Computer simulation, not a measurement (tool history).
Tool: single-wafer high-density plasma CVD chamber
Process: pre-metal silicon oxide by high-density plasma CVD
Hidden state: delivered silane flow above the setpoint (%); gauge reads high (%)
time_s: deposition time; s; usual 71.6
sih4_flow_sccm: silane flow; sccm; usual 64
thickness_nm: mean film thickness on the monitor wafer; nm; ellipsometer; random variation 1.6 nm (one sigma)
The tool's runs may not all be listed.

run,hour,time_s,sih4_flow_sccm,wafers since the last listed run,hours since the silane flow controller was replaced,hours since the gauge calibration,"read-back reference wafer on the same gauge, thickness_nm",thickness_nm
1,0,71.6,64,0,4109.9,211.5,501.052,436.252
2,27.2,71.6,64,607,4137.1,238.7,500.61,437.909
3,59.6,71.6,64,723,4169.5,271.1,501.321,437.106
4,95.4,71.6,64,799,4205.3,306.9,500.823,435.408
5,130.4,71.6,64,781,4240.3,341.9,501.029,435.576
6,206.5,71.6,64,1699,4316.4,418,501.129,436.277
7,239.1,71.6,64,728,4349,450.6,500.993,435.154
8,267.9,71.6,64,643,4377.8,479.4,501.181,433.325
9,291.9,71.6,64,536,4401.8,503.4,500.957,430.195
10,320.5,71.6,64,638,4430.4,532,501.207,432.855
11,353.5,71.6,64,737,4463.4,565,501.023,432.854
12,376,71.6,64,502,4485.9,587.5,501.089,431.38
13,395.8,71.6,64,442,4505.7,607.3,501.049,430.871
14,415.7,71.6,64,444,4525.6,627.2,501.039,431.72
15,428.8,71.6,64,292,4538.7,640.3,501.012,432.052
16,448.6,71.6,64,442,4558.5,660.1,500.684,431.353
17,479.7,71.6,64,694,4589.6,691.2,501.238,432.7
18,508.6,71.6,64,645,4618.5,720.1,500.832,429.32
19,537.7,71.6,64,649,4647.6,749.2,500.978,430.023
20,561.3,71.6,56,527,4671.2,772.8,501.105,376.934
# hour 580.3: silane flow controller replaced
21,583.8,71.6,56,323,3.5,795.3,500.823,398.997
22,617.2,75.8,73,745,36.9,828.7,501.107,549.922
23,635.8,71.6,69,415,55.5,847.3,501.081,491.531
24,649.4,83.4,74,303,69.1,860.9,501.233,614.182
25,664.1,66.8,61,328,83.8,875.6,501.064,405.929
26,683.5,71.6,64,433,103.2,895,501.239,454.908
27,703.1,63.1,69,437,122.8,914.6,500.913,434.011
28,715.2,66,64,270,134.9,926.7,500.972,420.566
# hour 718.7: gauge calibrated
29,748.3,71.6,55,739,168,29.6,500.555,393.568
30,783.2,58.2,70,779,202.9,64.5,500.914,403.846
31,799.4,63.8,58,361,219.1,80.7,501.109,367.264
32,819.7,71.6,64,453,239.4,101,501.053,454.762
33,845.5,76.1,53,576,265.2,126.8,501.174,403.686
34,876.7,84.7,71,696,296.4,158,500.971,597.726
35,897.1,77.6,64,455,316.8,178.4,500.928,493.275
36,922.3,59,76,562,342,203.6,501.094,447.691
37,947.3,66.7,70,558,367,228.6,500.832,464.746
38,965.9,71.6,64,415,385.6,247.2,500.654,454.766
39,982.4,71.6,64,368,402.1,263.7,500.927,456.368
40,1076.6,71.6,64,2103,496.3,357.9,500.995,458.489
41,1101.4,63,54,553,521.1,382.7,500.887,335.991
42,1122.5,60.8,59,471,542.2,403.8,501.014,358.274
43,1142.8,58.6,68,453,562.5,424.1,501.157,397.269
44,1163,76.5,64,451,582.7,444.3,500.812,487.593
45,1194.1,82.9,64,694,613.8,475.4,501.032,526.375

What the log doesn't show, run by run:
gauge reads high (%): 0 in every run
H1: delivered silane flow above the setpoint (%)
run,H1
1,-4.58
2,-4.64
3,-4.72
4,-4.81
5,-4.9
6,-5.1
7,-5.18
8,-5.26
9,-5.32
10,-5.39
11,-5.48
12,-5.54
13,-5.59
14,-5.65
15,-5.68
16,-5.74
17,-5.82
18,-5.9
19,-5.98
20,-6.05
21,-0.252
22,-0.253
23,-0.253
24,-0.254
25,-0.254
26,-0.255
27,-0.257
28,-0.258
29,-0.261
30,-0.265
31,-0.267
32,-0.269
33,-0.273
34,-0.278
35,-0.282
36,-0.287
37,-0.292
38,-0.297
39,-0.3
40,-0.326
41,-0.333
42,-0.34
43,-0.347
44,-0.354
45,-0.365

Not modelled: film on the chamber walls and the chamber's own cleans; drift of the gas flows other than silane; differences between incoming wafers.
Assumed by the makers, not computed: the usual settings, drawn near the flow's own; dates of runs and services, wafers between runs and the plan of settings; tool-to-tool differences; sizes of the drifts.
